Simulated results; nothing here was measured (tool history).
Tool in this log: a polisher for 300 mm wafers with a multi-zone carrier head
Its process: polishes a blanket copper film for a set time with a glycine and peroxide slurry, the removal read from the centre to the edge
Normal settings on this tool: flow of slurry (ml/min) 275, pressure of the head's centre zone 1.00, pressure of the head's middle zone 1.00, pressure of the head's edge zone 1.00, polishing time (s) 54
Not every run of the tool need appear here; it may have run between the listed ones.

run    hour  flow of slurry (ml/min)  pressure of the head's centre zone  pressure of the head's middle zone  pressure of the head's edge zone  polishing time (s)  wafers since the last listed run  wafers polished on this pad  hours since the slurry nozzle was cleaned  hours since the centre zone pressure was calibrated  hours since the edge zone pressure was calibrated  hours since the carrier head's membrane was replaced  incoming thickness of the incoming film, nm  film removed at the wafer's centre (angstrom)  film removed at mid-radius (angstrom)  film removed at the wafer's edge (angstrom)
  1     0.0                      275                                1.00                                1.00                              1.00                  54                                 0                         2278                                      194.0                                                  4.2                                              748.2                                                 247.5                                       1237.8                                           2854                                   2892                                         2947
       48.4  -- edge zone pressure recalibrated
  2    83.1                      275                                1.00                                1.00                              1.00                  54                               816                         3095                                      277.1                                                 87.3                                               34.7                                                 330.6                                       1244.9                                           2881                                   2833                                         2883
  3   184.8                      275                                1.00                                1.00                              1.00                  54                              1024                         4119                                      378.8                                                189.0                                              136.4                                                 432.3                                       1223.7                                           2853                                   2801                                         2830
  4   247.2                      275                                1.00                                1.00                              1.00                  54                               628                         4747                                      441.2                                                251.4                                              198.8                                                 494.7                                       1233.1                                           2858                                   2808                                         2860
      316.0  -- worn pad replaced by a new one, of another model than before
  5   336.4                      275                                1.00                                1.00                              1.00                  54                               857                          205                                      530.4                                                340.6                                              288.0                                                 583.9                                       1235.0                                           2877                                   2807                                         2897
  6   410.2                      200                                0.89                                1.00                              1.00                  54                               743                          948                                      604.2                                                414.4                                              361.8                                                 657.7                                       1240.7                                           2423                                   2707                                         2825
      454.0  -- slurry nozzle cleaned
  7   489.1                      275                                1.00                                1.00                              1.00                  54                               784                         1732                                       35.1                                                493.3                                              440.7                                                 736.6                                       1218.4                                           2943                                   2895                                         2973
  8   576.4                      275                                1.00                                1.00                              1.00                  54                               879                         2611                                      122.4                                                580.6                                              528.0                                                 823.9                                       1237.6                                           2963                                   2870                                         2959
  9   617.6                      275                                1.00                                1.00                              1.00                  54                               414                         3026                                      163.6                                                621.8                                              569.2                                                 865.1                                       1248.3                                           2888                                   2881                                         2865
 10   678.3                      320                                1.00                                1.04                              1.10                  72                               611                         3637                                      224.3                                                682.5                                              629.9                                                 925.8                                       1265.8                                           3959                                   3963                                         4044
 11   742.5                      275                                0.96                                0.92                              1.11                  45                               646                         4284                                      288.5                                                746.7                                              694.1                                                 990.0                                       1243.1                                           2340                                   2279                                         2545
      831.6  -- edge zone pressure recalibrated
 12   836.5                      220                                0.89                                1.06                              1.00                  35                               926                         5210                                      382.5                                                840.7                                                4.9                                                1084.0                                       1250.6                                           1649                                   1886                                         1852
      872.1  -- worn pad replaced by a new one
      906.0  -- centre zone pressure recalibrated
      995.8  -- carrier head's membrane replaced by a new one
 13  1018.1                      315                                1.00                                1.00                              1.00                  36                              1717                         1400                                      564.1                                                112.1                                              186.5                                                  22.3                                       1237.4                                           1944                                   1900                                         1936
 14  1091.6                      275                                0.92                                0.91                              1.00                  38                               740                         2140                                      637.6                                                185.6                                              260.0                                                  95.8                                       1244.4                                           1826                                   1883                                         2013
     1110.9  -- slurry nozzle cleaned
 15  1185.2                      275                                1.00                                1.00                              1.00                  39                               932                         3072                                       74.3                                                279.2                                              353.6                                                 189.4                                       1228.6                                           2138                                   2076                                         2137
 16  1221.5                      305                                1.00                                1.00                              1.00                  54                               365                         3438                                      110.6                                                315.5                                              389.9                                                 225.7                                       1260.3                                           3026                                   2935                                         2977
 17  1287.8                      210                                1.00                                1.00                              0.88                  37                               667                         4105                                      176.9                                                381.8                                              456.2                                                 292.0                                       1249.0                                           1926                                   1939                                         1938
 18  1357.8                      275                                1.06                                1.00                              0.89                  54                               704                         4810                                      246.9                                                451.8                                              526.2                                                 362.0                                       1243.3                                           3108                                   2875                                         2843
 19  1430.3                      275                                0.89                                1.00                              0.93                  54                               730                         5540                                      319.4                                                524.3                                              598.7                                                 434.5                                       1223.6                                           2555                                   2877                                         2925
 20  1474.3                      275                                1.00                                1.00                              1.00                  54                               443                         5983                                      363.4                                                568.3                                              642.7                                                 478.5                                       1232.7                                           2862                                   2864                                         2951
     1506.0  -- worn pad replaced by a new one
 21  1562.5                      275                                1.00                                1.00                              1.00                  54                               847                          568                                      451.6                                                656.5                                              730.9                                                 566.7                                       1226.4                                           2883                                   2834                                         2960
 22  1615.1                      245                                0.93                                1.00                              0.91                  68                               529                         1098                                      504.2                                                709.1                                              783.5                                                 619.3                                       1235.9                                           3231                                   3510                                         3622

4 ways to go on from here, each from the tool as it stands after run 22. What would each give?
  A  1615.5                      275                                1.00                                1.00                              1.00                  54                                 4                         1102                                      504.6                                                709.5                                              783.9                                                 619.7                                       1241.5                                              ?                                      ?                                            ?
  B  1615.5                      210                                1.00                                1.00                              1.09                  54                                 4                         1102                                      504.6                                                709.5                                              783.9                                                 619.7                                       1241.5                                              ?                                      ?                                            ?
  C  1615.5                      275                                0.88                                1.11                              0.97                  54                                 4                         1102                                      504.6                                                709.5                                              783.9                                                 619.7                                       1241.5                                              ?                                      ?                                            ?
  D  1615.5                      275                                1.00                                1.12                              1.00                  69                                 4                         1102                                      504.6                                                709.5                                              783.9                                                 619.7                                       1241.5                                              ?                                      ?                                            ?

run  film removed at the wafer's centre (angstrom)  film removed at mid-radius (angstrom)  film removed at the wafer's edge (angstrom)
  A                                           2879                                   2810                                         2852
  B                                           2793                                   2735                                         2884
  C                                           2532                                   2988                                         2818
  D                                           3681                                   3836                                         3640
Take away the tool's hidden state, keep each run's random variation, and the runs would have read:
run  film removed at the wafer's centre (angstrom)  film removed at mid-radius (angstrom)  film removed at the wafer's edge (angstrom)
  A                                           2966                                   2886                                         2910
  B                                           2895                                   2824                                         2954
  C                                           2609                                   3069                                         2876
  D                                           3792                                   3940                                         3714
